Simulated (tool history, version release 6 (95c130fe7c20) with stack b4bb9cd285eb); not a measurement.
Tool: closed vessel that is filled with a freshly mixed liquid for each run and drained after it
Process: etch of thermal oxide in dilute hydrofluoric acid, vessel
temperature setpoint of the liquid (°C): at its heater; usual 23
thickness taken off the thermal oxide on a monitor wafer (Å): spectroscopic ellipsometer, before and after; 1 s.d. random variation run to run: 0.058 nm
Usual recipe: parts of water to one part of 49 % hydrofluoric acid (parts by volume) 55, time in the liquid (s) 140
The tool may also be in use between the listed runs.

run,hour,temperature setpoint of the liquid (°C),parts of water to one part of 49 % hydrofluoric acid (parts by volume),time in the liquid (s),wafers since the last listed run,hours since the thermometer was replaced,hours since the hydrofluoric acid flow meter was replaced,hours since the gauge calibration,"read-back film thickness of the thermal oxide reference wafer, read on the same gauge (nm)",thickness taken off the thermal oxide on a monitor wafer (Å)
1,0,23,45,100,0,1596.7,445.2,359.5,90,122.9
2,49.2,23,45,100,5079,1645.9,494.4,408.7,89.99,123.8
3,132,24.5,55,140,8548,1728.7,577.2,491.5,90,148.5
4,204.6,24.5,55,140,7495,1801.3,649.8,564.1,90.01,150.1
5,242.3,27,55,140,3892,1839,687.5,601.8,89.98,167
6,337.3,27,55,140,9808,1934,782.5,696.8,90.01,165.9
7,420.8,27,55,140,8621,2017.5,866,780.3,89.98,169.1
8,510.1,23,55,140,9219,2106.8,955.3,869.6,90.03,143
9,573.1,23,55,140,6504,2169.8,1018.3,932.6,90.01,146.1
10,675.4,23,55,140,10562,2272.1,1120.6,1034.9,90.03,146.2
11,775.4,26.5,55,140,10324,2372.1,1220.6,1134.9,89.99,168.5
# hour 783.4: gauge calibrated
# hour 839.2: thermometer replaced
# hour 861.7: hydrofluoric acid flow meter replaced
12,877.5,19,55,70,10335,38.3,15.8,94.1,90,54.9
13,941.3,23,55,175,6587,102.1,79.6,157.9,90.01,163.7
14,1047.5,19,55,90,10964,208.3,185.8,264.1,90.02,71.4
15,1147.6,24.5,55,140,10335,308.4,285.9,364.2,90.01,140
16,1201.3,25.5,35,225,5544,362.1,339.6,417.9,89.99,381.3

What if the next run were any one of these 3? Each begins from the tool's condition after run 16:
A,1202,23,55,140,72,362.8,340.3,418.6,?,?
B,1202,26.5,55,165,72,362.8,340.3,418.6,?,?
C,1202,20,55,210,72,362.8,340.3,418.6,?,?

run,"read-back film thickness of the thermal oxide reference wafer, read on the same gauge (nm)",thickness taken off the thermal oxide on a monitor wafer (Å)
A,90.01,133.1
B,90.01,180.8
C,90.01,176.2
Without the tool's unlogged condition, the same runs would have read:
run,thickness taken off the thermal oxide on a monitor wafer (Å)
A,128.1
B,174.2
C,169.5

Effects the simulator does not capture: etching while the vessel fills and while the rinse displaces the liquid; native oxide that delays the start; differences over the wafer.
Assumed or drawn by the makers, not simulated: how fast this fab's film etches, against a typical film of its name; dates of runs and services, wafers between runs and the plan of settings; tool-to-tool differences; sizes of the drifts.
